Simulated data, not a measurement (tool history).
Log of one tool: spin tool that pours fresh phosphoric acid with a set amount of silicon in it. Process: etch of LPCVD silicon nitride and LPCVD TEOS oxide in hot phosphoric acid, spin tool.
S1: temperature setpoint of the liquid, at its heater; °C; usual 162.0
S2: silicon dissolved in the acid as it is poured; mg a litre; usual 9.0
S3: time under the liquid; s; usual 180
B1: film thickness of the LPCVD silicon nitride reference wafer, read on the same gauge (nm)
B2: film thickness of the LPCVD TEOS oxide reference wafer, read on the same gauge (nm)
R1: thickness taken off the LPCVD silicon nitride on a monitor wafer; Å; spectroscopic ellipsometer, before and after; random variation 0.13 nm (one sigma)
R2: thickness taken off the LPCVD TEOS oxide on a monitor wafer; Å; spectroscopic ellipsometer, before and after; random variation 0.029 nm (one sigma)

{"run": 1, "hour": 0.0, "S1": 159.5, "S2": 11.0, "S3": 140, "B1": 89.94, "B2": 90.027, "R1": 107.2, "R2": 3.81}
{"run": 2, "hour": 51.3, "S1": 160.0, "S2": 11.0, "S3": 220, "B1": 89.97, "B2": 89.99, "R1": 170.4, "R2": 5.94}
{"run": 3, "hour": 116.8, "S1": 162.0, "S2": 9.0, "S3": 255, "B1": 89.98, "B2": 89.994, "R1": 211.3, "R2": 9.41}
{"hour": 233.2, "done": "dissolved silicon flow meter replaced"}
{"run": 4, "hour": 289.9, "S1": 161.0, "S2": 3.0, "S3": 265, "B1": 89.99, "B2": 90.013, "R1": 213.8, "R2": 10.19}
{"run": 5, "hour": 329.0, "S1": 160.5, "S2": 5.0, "S3": 80, "B1": 89.96, "B2": 90.002, "R1": 62.8, "R2": 2.85}
{"run": 6, "hour": 358.6, "S1": 162.0, "S2": 4.0, "S3": 180, "B1": 90.02, "B2": 90.003, "R1": 149.2, "R2": 7.22}
{"run": 7, "hour": 386.2, "S1": 163.0, "S2": 9.0, "S3": 75, "B1": 90.02, "B2": 90.016, "R1": 64.5, "R2": 2.85}
{"run": 8, "hour": 442.5, "S1": 162.0, "S2": 9.0, "S3": 85, "B1": 90.03, "B2": 90.007, "R1": 70.5, "R2": 3.27}
{"hour": 468.8, "done": "thermometer replaced"}
{"run": 9, "hour": 496.1, "S1": 162.0, "S2": 9.0, "S3": 180, "B1": 90.02, "B2": 89.988, "R1": 147.7, "R2": 6.31}
{"run": 10, "hour": 560.2, "S1": 162.0, "S2": 9.0, "S3": 180, "B1": 90.0, "B2": 89.99, "R1": 149.4, "R2": 6.55}
{"hour": 565.1, "done": "heated supply line repaired"}
{"run": 11, "hour": 601.3, "S1": 161.0, "S2": 9.0, "S3": 80, "B1": 90.01, "B2": 90.022, "R1": 64.6, "R2": 2.46}
{"run": 12, "hour": 643.0, "S1": 162.0, "S2": 9.0, "S3": 235, "B1": 89.98, "B2": 89.992, "R1": 197.3, "R2": 8.12}
{"run": 13, "hour": 698.9, "S1": 160.5, "S2": 11.0, "S3": 105, "B1": 90.02, "B2": 90.013, "R1": 82.2, "R2": 3.19}
{"run": 14, "hour": 748.8, "S1": 162.0, "S2": 9.0, "S3": 180, "B1": 89.99, "B2": 89.993, "R1": 148.9, "R2": 6.16}
{"run": 15, "hour": 779.5, "S1": 162.0, "S2": 9.0, "S3": 180, "B1": 89.96, "B2": 89.985, "R1": 148.5, "R2": 6.51}
{"run": 16, "hour": 834.1, "S1": 161.0, "S2": 3.5, "S3": 180, "B1": 90.01, "B2": 89.969, "R1": 143.4, "R2": 6.53}
{"run": 17, "hour": 901.5, "S1": 159.0, "S2": 9.0, "S3": 95, "B1": 89.97, "B2": 90.008, "R1": 70.7, "R2": 2.52}
{"run": 18, "hour": 953.6, "S1": 162.0, "S2": 9.0, "S3": 275, "B1": 90.01, "B2": 90.013, "R1": 227.7, "R2": 9.48}
{"hour": 969.0, "done": "thermometer replaced"}
{"run": 19, "hour": 980.6, "S1": 162.0, "S2": 9.0, "S3": 80, "B1": 89.99, "B2": 89.975, "R1": 65.6, "R2": 2.84}
{"run": 20, "hour": 1029.6, "S1": 160.0, "S2": 6.0, "S3": 145, "B1": 89.94, "B2": 89.997, "R1": 112.5, "R2": 4.82}
{"run": 21, "hour": 1094.1, "S1": 163.0, "S2": 2.5, "S3": 70, "B1": 89.98, "B2": 89.975, "R1": 59.6, "R2": 3.01}
{"run": 22, "hour": 1146.2, "S1": 162.0, "S2": 15.5, "S3": 145, "B1": 89.98, "B2": 89.988, "R1": 119.8, "R2": 4.5}

4 ways to go on from here, each from the tool as it stands after run 22. What would each give?
{"run": "A", "hour": 1146.7, "S1": 162.0, "S2": 9.0, "S3": 180, "B1": "?", "B2": "?", "R1": "?", "R2": "?"}
{"run": "B", "hour": 1146.7, "S1": 161.0, "S2": 15.0, "S3": 180, "B1": "?", "B2": "?", "R1": "?", "R2": "?"}
{"run": "C", "hour": 1146.7, "S1": 164.0, "S2": 3.5, "S3": 120, "B1": "?", "B2": "?", "R1": "?", "R2": "?"}
{"run": "D", "hour": 1146.7, "S1": 160.0, "S2": 3.5, "S3": 235, "B1": "?", "B2": "?", "R1": "?", "R2": "?"}

run=A B1=89.98 B2=90.004 R1=148.6 R2=6.37
run=B B1=89.98 B2=90.004 R1=143.7 R2=5.15
run=C B1=89.98 B2=90.004 R1=105.8 R2=5.50
run=D B1=89.98 B2=90.004 R1=181.5 R2=8.04
Without the tool's hidden state the same runs would have given:
run=A R1=148.6 R2=6.37
run=B R1=143.7 R2=5.15
run=C R1=105.8 R2=5.50
run=D R1=181.5 R2=8.04
